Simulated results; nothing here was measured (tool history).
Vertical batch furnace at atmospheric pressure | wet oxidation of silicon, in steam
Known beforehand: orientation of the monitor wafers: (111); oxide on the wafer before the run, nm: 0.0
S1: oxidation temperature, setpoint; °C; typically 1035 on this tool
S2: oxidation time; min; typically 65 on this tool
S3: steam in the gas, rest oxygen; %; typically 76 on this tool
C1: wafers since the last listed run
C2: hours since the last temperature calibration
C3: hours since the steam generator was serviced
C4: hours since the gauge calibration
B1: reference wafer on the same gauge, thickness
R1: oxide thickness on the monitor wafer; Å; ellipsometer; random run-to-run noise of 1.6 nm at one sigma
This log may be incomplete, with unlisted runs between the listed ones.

run,hour,S1,S2,S3,C1,C2,C3,C4,B1,R1
1,0,1035,65,76,0,2541,776.1,330.3,533.48,5318.2
2,30.3,1035,65,76,434,2571.3,806.4,360.6,533.85,5292.9
3,57.7,1035,65,76,393,2598.7,833.8,388,533.9,5307.2
4,162.6,1035,65,76,1505,2703.6,938.7,492.9,533.54,5259.5
5,185.4,1028,65,70,327,2726.4,961.5,515.7,534.59,4889.6
6,204.7,1035,65,76,276,2745.7,980.8,535,533.76,5287.1
7,237.9,1035,65,76,476,2778.9,1014,568.2,534.64,5325.2
8,254.5,1035,65,76,238,2795.5,1030.6,584.8,534.13,5285.6
# hour 292.4: thermocouples replaced and temperature profile calibrated
9,292.9,1035,65,76,206,0.5,1069,623.2,534.01,5376.1
10,300,1035,65,76,101,7.6,1076.1,630.3,534.07,5354.6
11,322.1,1035,65,76,317,29.7,1098.2,652.4,534.09,5369
12,345.2,1035,65,76,331,52.8,1121.3,675.5,534.14,5382.3
13,380.3,1035,65,76,503,87.9,1156.4,710.6,533.23,5367.4
14,409.6,1035,65,69,420,117.2,1185.7,739.9,534.45,5079.6
15,441.7,1035,65,69,460,149.3,1217.8,772,534.23,5092.2
16,461.9,1035,65,76,289,169.5,1238,792.2,533.79,5376.1
17,488.8,1035,65,76,385,196.4,1264.9,819.1,534.18,5386.9
18,509.4,1017,46,72,295,217,1285.5,839.7,533.64,3861.8
19,540.9,1035,87.5,76,451,248.5,1317,871.2,534.27,6319
20,561.3,1035,74.5,82,292,268.9,1337.4,891.6,533.6,6070.6
# hour 604.2: thermocouples replaced and temperature profile calibrated, repeated, since the last time left the tool worse
21,604.7,1048,48.5,81,278,0.5,1380.8,935,533.69,4853.3
22,627.1,1035,85.5,68,321,22.9,1403.2,957.4,534.21,5748.2
23,662.9,1035,94,76,513,58.7,1439,993.2,533.58,6465.9
24,681.7,1035,74.5,82,269,77.5,1457.8,1012,534.31,5912.8
# hour 705.7: gauge calibrated
25,716.7,1035,65,76,502,112.5,1492.8,11,533.96,5238.6
# hour 766.4: steam generator serviced
26,815.9,1028,40.5,76,1078,211.7,49.5,110.2,533.69,3779.8
27,839.4,1035,91,65,337,235.2,73,133.7,533.77,5774.5
28,870.2,1059,82.5,68,441,266,103.8,164.5,534.04,6265.1
29,893.9,1051,91.5,67,340,289.7,127.5,188.2,534.23,6336.4
30,906.5,1035,65,76,180,302.3,140.1,200.8,533.94,5230.3
31,927.5,1018,34.5,72,301,323.3,161.1,221.8,533.6,3142.1
32,1021.4,1050,86.5,72,1347,417.2,255,315.7,533.89,6378.7
33,1037.3,1035,92.5,76,228,433.1,270.9,331.6,533.25,6409.5
34,1070,1035,65,76,469,465.8,303.6,364.3,534.15,5256.4
35,1091.6,1055,80.5,65,309,487.4,325.2,385.9,533.47,5883
36,1121.6,1057,41,64,430,517.4,355.2,415.9,534.06,4021.4
37,1151.4,1035,93.5,72,427,547.2,385,445.7,533.88,6259.4
38,1185.9,1035,65,76,494,581.7,419.5,480.2,533.66,5212.3
39,1209.6,1046,45.5,87,340,605.4,443.2,503.9,534.54,4850.9

Here are 3 independent what-if runs from the current tool condition. What would each one return?
A,1214.8,1015,65,76,74,610.6,448.4,509.1,?,?
B,1214.8,1020,65,66,74,610.6,448.4,509.1,?,?
C,1214.8,1049,65,76,74,610.6,448.4,509.1,?,?

run,B1,R1
A,534.52,4750.9
B,534.52,4478.6
C,534.52,5575.2
With no hidden state in the tool, these same runs would have given:
run,R1
A,4728.5
B,4457.5
C,5553.7
